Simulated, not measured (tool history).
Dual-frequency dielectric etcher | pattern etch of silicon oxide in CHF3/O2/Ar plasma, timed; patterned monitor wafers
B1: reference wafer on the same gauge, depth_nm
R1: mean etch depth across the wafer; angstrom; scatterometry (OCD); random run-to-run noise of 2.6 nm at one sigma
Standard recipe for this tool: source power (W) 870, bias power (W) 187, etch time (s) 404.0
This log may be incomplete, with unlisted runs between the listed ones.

run 1 hour=0.0 | source_power_(W)=870 bias_power_(W)=187 etch_time_(s)=358.5 | B1=893.3 | R1=7746
run 2 hour=71.7 | source_power_(W)=870 bias_power_(W)=187 etch_time_(s)=358.5 | B1=893.4 | R1=7704
run 3 hour=108.3 | source_power_(W)=870 bias_power_(W)=187 etch_time_(s)=404.0 | B1=894.7 | R1=8639
run 4 hour=153.6 | source_power_(W)=870 bias_power_(W)=187 etch_time_(s)=404.0 | B1=895.2 | R1=8689
run 5 hour=222.5 | source_power_(W)=870 bias_power_(W)=187 etch_time_(s)=404.0 | B1=895.3 | R1=8647
run 6 hour=277.4 | source_power_(W)=870 bias_power_(W)=187 etch_time_(s)=497.0 | B1=894.2 | R1=10638
run 7 hour=335.3 | source_power_(W)=870 bias_power_(W)=187 etch_time_(s)=497.0 | B1=894.7 | R1=10593
-- hour=402.0 wet clean of the chamber
run 8 hour=402.5 | source_power_(W)=870 bias_power_(W)=187 etch_time_(s)=404.0 | B1=894.0 | R1=8451
run 9 hour=425.1 | source_power_(W)=870 bias_power_(W)=187 etch_time_(s)=404.0 | B1=894.7 | R1=8394
run 10 hour=477.1 | source_power_(W)=870 bias_power_(W)=187 etch_time_(s)=404.0 | B1=893.7 | R1=8336
-- hour=514.9 upper electrode replaced
run 11 hour=533.2 | source_power_(W)=870 bias_power_(W)=187 etch_time_(s)=404.0 | B1=893.9 | R1=8365
-- hour=586.0 wet clean of the chamber, repeated, since the last time left the tool worse
run 12 hour=586.5 | source_power_(W)=870 bias_power_(W)=187 etch_time_(s)=404.0 | B1=894.0 | R1=8701
run 13 hour=650.5 | source_power_(W)=870 bias_power_(W)=187 etch_time_(s)=404.0 | B1=894.9 | R1=8699
-- hour=661.3 gauge calibrated
run 14 hour=680.4 | source_power_(W)=870 bias_power_(W)=146 etch_time_(s)=361.5 | B1=892.7 | R1=7147
run 15 hour=747.4 | source_power_(W)=870 bias_power_(W)=187 etch_time_(s)=404.0 | B1=894.0 | R1=8665
run 16 hour=799.5 | source_power_(W)=1030 bias_power_(W)=224 etch_time_(s)=404.0 | B1=892.5 | R1=9838
run 17 hour=838.7 | source_power_(W)=870 bias_power_(W)=187 etch_time_(s)=358.5 | B1=893.7 | R1=7656
run 18 hour=892.0 | source_power_(W)=870 bias_power_(W)=187 etch_time_(s)=404.0 | B1=894.5 | R1=8638
-- hour=897.9 source power generator calibrated
run 19 hour=921.8 | source_power_(W)=700 bias_power_(W)=158 etch_time_(s)=299.5 | B1=894.1 | R1=5495
run 20 hour=949.8 | source_power_(W)=1070 bias_power_(W)=153 etch_time_(s)=303.5 | B1=894.4 | R1=6545
-- hour=1013.0 bias power generator calibrated
run 21 hour=1031.2 | source_power_(W)=870 bias_power_(W)=187 etch_time_(s)=404.0 | B1=894.3 | R1=8536
-- hour=1099.2 wet clean of the chamber
run 22 hour=1099.7 | source_power_(W)=870 bias_power_(W)=174 etch_time_(s)=504.5 | B1=894.9 | R1=10692
run 23 hour=1154.1 | source_power_(W)=930 bias_power_(W)=149 etch_time_(s)=467.5 | B1=894.5 | R1=9627
run 24 hour=1219.4 | source_power_(W)=650 bias_power_(W)=150 etch_time_(s)=352.0 | B1=892.7 | R1=6221
run 25 hour=1284.1 | source_power_(W)=870 bias_power_(W)=187 etch_time_(s)=404.0 | B1=894.6 | R1=8688
run 26 hour=1327.0 | source_power_(W)=710 bias_power_(W)=187 etch_time_(s)=476.0 | B1=893.1 | R1=9413

State the hidden condition of the tool at each of the runs:
source power that arrives over what is set, %: 0 in every run
bias power that arrives over what is set, %: 0 in every run
gauge reads high (%): 0 in every run
H1: etch rate over this chamber's usual, %
run=1 H1=-0.593
run=2 H1=-0.885
run=3 H1=-1.03
run=4 H1=-1.22
run=5 H1=-1.5
run=6 H1=-1.73
run=7 H1=-1.96
run=8 H1=-4
run=9 H1=-4.09
run=10 H1=-4.3
run=11 H1=-4.53
run=12 H1=-0.644
run=13 H1=-0.905
run=14 H1=-1.03
run=15 H1=-1.3
run=16 H1=-1.51
run=17 H1=-1.67
run=18 H1=-1.89
run=19 H1=-2.01
run=20 H1=-2.13
run=21 H1=-2.46
run=22 H1=-0.248
run=23 H1=-0.47
run=24 H1=-0.737
run=25 H1=-1
run=26 H1=-1.18

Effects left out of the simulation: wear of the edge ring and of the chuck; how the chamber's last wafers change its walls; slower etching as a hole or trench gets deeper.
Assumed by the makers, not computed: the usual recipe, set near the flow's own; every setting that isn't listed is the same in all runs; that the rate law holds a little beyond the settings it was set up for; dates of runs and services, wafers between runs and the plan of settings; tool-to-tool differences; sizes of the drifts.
